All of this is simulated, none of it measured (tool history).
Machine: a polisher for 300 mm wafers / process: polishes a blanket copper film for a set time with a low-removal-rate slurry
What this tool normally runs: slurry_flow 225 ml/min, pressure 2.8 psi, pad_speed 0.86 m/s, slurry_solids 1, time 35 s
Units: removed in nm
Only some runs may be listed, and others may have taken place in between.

run	day	slurry_flow	pressure	pad_speed	slurry_solids	time	wafers since the last listed run	wafers polished on this pad	hours since the slurry nozzle was cleaned	hours since the head pressure was calibrated	hours since the slurry blender was calibrated	incoming thickness of the incoming film, nm	removed
1	0	225	2.8	0.86	1	35	0	4612	308.8	802.9	85.1	1028.9	89.6
# day 0.746: worn pad replaced by a new one
2	2.367	225	2.8	0.86	1	35	493	364	365.6	859.7	141.9	1035.8	97.2
# day 3.842: head pressure recalibrated
3	4.188	225	2.8	0.86	1	35	390	754	409.3	8.3	185.6	1004	95.6
# day 6.429: slurry nozzle cleaned
4	6.504	225	2.8	0.86	1	35	510	1265	1.8	63.9	241.2	1029.9	93.4
5	7.888	225	3.5	0.86	1	43	310	1575	35	97.1	274.4	1018.7	131
6	9.658	175	2.3	0.86	1.2	28	397	1973	77.5	139.6	316.9	1025.5	64.4
7	11.25	225	2.8	0.64	1	40	357	2330	115.7	177.8	355.1	1025.7	75.9
8	14.142	225	2.8	1.16	1.2	35	649	2979	185.1	247.2	424.5	1032.2	124.4
9	16.329	225	2.8	0.86	1	35	491	3471	237.6	299.7	477	1023.9	87.3
# day 18.617: slurry blender recalibrated
10	18.671	225	2.8	0.86	0.75	35	507	3978	293.8	355.9	1.3	1014.4	81.1
# day 20.588: worn pad replaced by a new one
11	21.296	225	2.8	0.86	1.1	29	551	158	356.8	418.9	64.3	1028.1	84.9
12	23.804	170	2.8	0.58	1	43	563	721	417	479.1	124.5	1032.2	79.9
13	24.854	225	3.2	0.86	1.3	29	235	957	442.2	504.3	149.7	1019.2	92.5
14	25.979	225	2.8	0.86	1	35	252	1210	469.2	531.3	176.7	1023.2	94.7
15	28.771	225	2.8	0.86	0.9	35	626	1836	536.2	598.3	243.7	1006.6	91.2
# day 29.908: slurry nozzle cleaned
16	30.488	225	2.8	0.86	1	35	376	2212	13.9	639.5	284.9	1023.1	92.6
17	33.308	170	2.2	0.86	1	35	633	2846	81.6	707.2	352.6	1010.1	77.2
18	35.475	245	3.2	0.76	0.85	35	486	3332	133.6	759.2	404.6	1012.4	83.7
# day 37.883: head pressure recalibrated
19	38.017	250	2.4	1.14	1	39	551	3884	194.6	3.2	465.6	1012.9	121
# day 40.367: slurry blender recalibrated
# day 40.504: worn pad replaced by a new one
20	40.75	225	2.8	0.98	1.3	40	564	55	260.2	68.8	9.2	1008.8	137.9
21	42.871	225	2.8	0.86	1	35	476	531	311.1	119.7	60.1	1026.9	97.7
22	44.271	225	2.3	0.86	0.8	35	314	845	344.7	153.3	93.7	1032.4	81.6
23	46.704	225	2.8	1.04	1	35	546	1391	403.1	211.7	152.1	1018	113.7
24	49.238	225	2.8	0.86	1	35	568	1960	463.9	272.5	212.9	1022.2	92.6
25	50.496	285	2.8	0.86	1	26	282	2243	494.1	302.7	243.1	1007	68.5
26	52.562	225	3.6	0.76	1	31	463	2707	543.7	352.3	292.7	1013.6	83.3
# day 54.388: slurry nozzle cleaned
27	54.825	225	2.8	0.86	1	35	498	3205	10.5	406.6	347	1014.1	90.3
# day 60.683: worn pad replaced by a new one
28	62.125	225	2.8	0.86	1	35	1601	324	185.7	581.8	522.2	1025	99.3
29	63.983	225	2.8	0.86	1	35	417	741	230.3	626.4	566.8	1002.7	94

For some of the steps in removed from one run to the next: how much would appear even if the tool had no hidden state, given the settings, what came in and random variation, and how much remains for the hidden state plus any gauge scatter that the measured result and the result without hidden state don't share?
The tool's hidden condition here consists of: removal rate lost through wear of the pad, %; slurry flow missing at the pad, %; deviation of the head's pressure from its setpoint, %; abrasive missing from the slurry, %.
Run 5 -> 6: slurry_flow 225 -> 175, pressure 3.5 -> 2.3, slurry_solids 1 -> 1.2, time 43 -> 28. removed -66.6 nm: hidden state +7, all else -73.6.
Run 7 -> 8: pad_speed 0.64 -> 1.16, slurry_solids 1 -> 1.2, time 40 -> 35. removed +48.5 nm: hidden state -8.4, all else +56.9.
Run 10 -> 11: slurry_solids 0.75 -> 1.1, time 35 -> 29, worn pad replaced by a new one. removed +3.8 nm: hidden state +12.4, all else -8.6.
Run 19 -> 20: slurry_flow 250 -> 225, pressure 2.4 -> 2.8, pad_speed 1.14 -> 0.98, slurry_solids 1 -> 1.3, time 39 -> 40, slurry blender recalibrated, worn pad replaced by a new one. removed +16.9 nm: hidden state +13.8, all else +3.1.
